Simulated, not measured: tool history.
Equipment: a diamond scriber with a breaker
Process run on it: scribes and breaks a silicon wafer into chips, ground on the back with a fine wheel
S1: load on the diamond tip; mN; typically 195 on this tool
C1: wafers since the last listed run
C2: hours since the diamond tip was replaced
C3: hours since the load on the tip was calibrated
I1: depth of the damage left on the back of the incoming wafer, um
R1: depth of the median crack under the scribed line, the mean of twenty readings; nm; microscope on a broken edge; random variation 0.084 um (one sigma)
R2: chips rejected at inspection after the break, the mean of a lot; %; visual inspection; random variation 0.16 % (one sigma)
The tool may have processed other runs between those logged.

run,hour,S1,C1,C2,C3,I1,R1,R2
1,0,153,0,375.6,202.4,2.79,7820,24.87
2,54.5,153,123,430.1,256.9,2.12,7990,22.63
3,117.6,153,142,493.2,320,1.51,8040,17.57
4,166.6,195,110,542.2,369,2.58,10530,3.56
5,210.6,195,99,586.2,413,2.24,10750,2.91
# hour 216: load on the tip recalibrated
6,283.7,195,160,659.3,67.7,2.75,10110,3.47
7,387.6,168,235,763.2,171.6,2.89,8880,11.84
8,457.9,168,159,833.5,241.9,2.71,8950,10.93
9,539,195,183,914.6,323,2.45,10560,3.01
10,620,195,183,995.6,404,2.05,10640,2.66
# hour 664.2: diamond tip replaced by a new one
# hour 674.8: load on the tip recalibrated
11,681.1,240,129,16.9,6.3,1.77,12650,13.7
12,750.4,195,156,86.2,75.6,2.52,10210,3.42
13,828.4,159,176,164.2,153.6,1.78,8260,14.57
14,899.6,195,161,235.4,224.8,1.64,10420,2.29
15,960.9,245,138,296.7,286.1,2.83,13150,18.67
16,1020.3,147,134,356.1,345.5,1.86,7650,21.61
17,1089.4,145,156,425.2,414.6,2.73,7650,30
# hour 1123.9: load on the tip recalibrated
18,1310.5,219,496,646.3,186.6,1.93,11780,7.25
19,1410.7,232,226,746.5,286.8,2.22,12530,13.38
20,1478.3,216,153,814.1,354.4,2.28,11940,8.23
# hour 1568.5: load on the tip recalibrated
21,1575.6,163,215,911.4,7.1,2.1,8490,13.44
22,1667,148,206,1002.8,98.5,2.92,7460,31.05
23,1744.4,243,175,1080.2,175.9,1.78,12730,17.48
24,1848.7,195,236,1184.5,280.2,2.73,10570,3.49
# hour 1996.6: diamond tip replaced by a new one
25,1997.1,251,331,0.5,428.6,1.95,13850,23.74

Consider 5 possible next runs. They are alternatives, not a sequence: every one starts from the tool as it was left by run 25. What does each give?
A,1997.8,227,1,1.2,429.3,2.71,?,?
B,1997.8,253,1,1.2,429.3,2.71,?,?
C,1997.8,173,1,1.2,429.3,2.71,?,?
D,1997.8,223,1,1.2,429.3,2.71,?,?
E,1997.8,252,1,1.2,429.3,2.71,?,?

run,R1,R2
A,12560,13.87
B,13900,26.29
C,9510,6.28
D,12350,12.17
E,13850,25.79
The same runs, with their run-to-run variation unchanged, on a tool lacking any hidden condition would have given:
run,R1,R2
A,12030,9.82
B,13310,20.57
C,9110,9.24
D,11820,8.47
E,13260,20.12
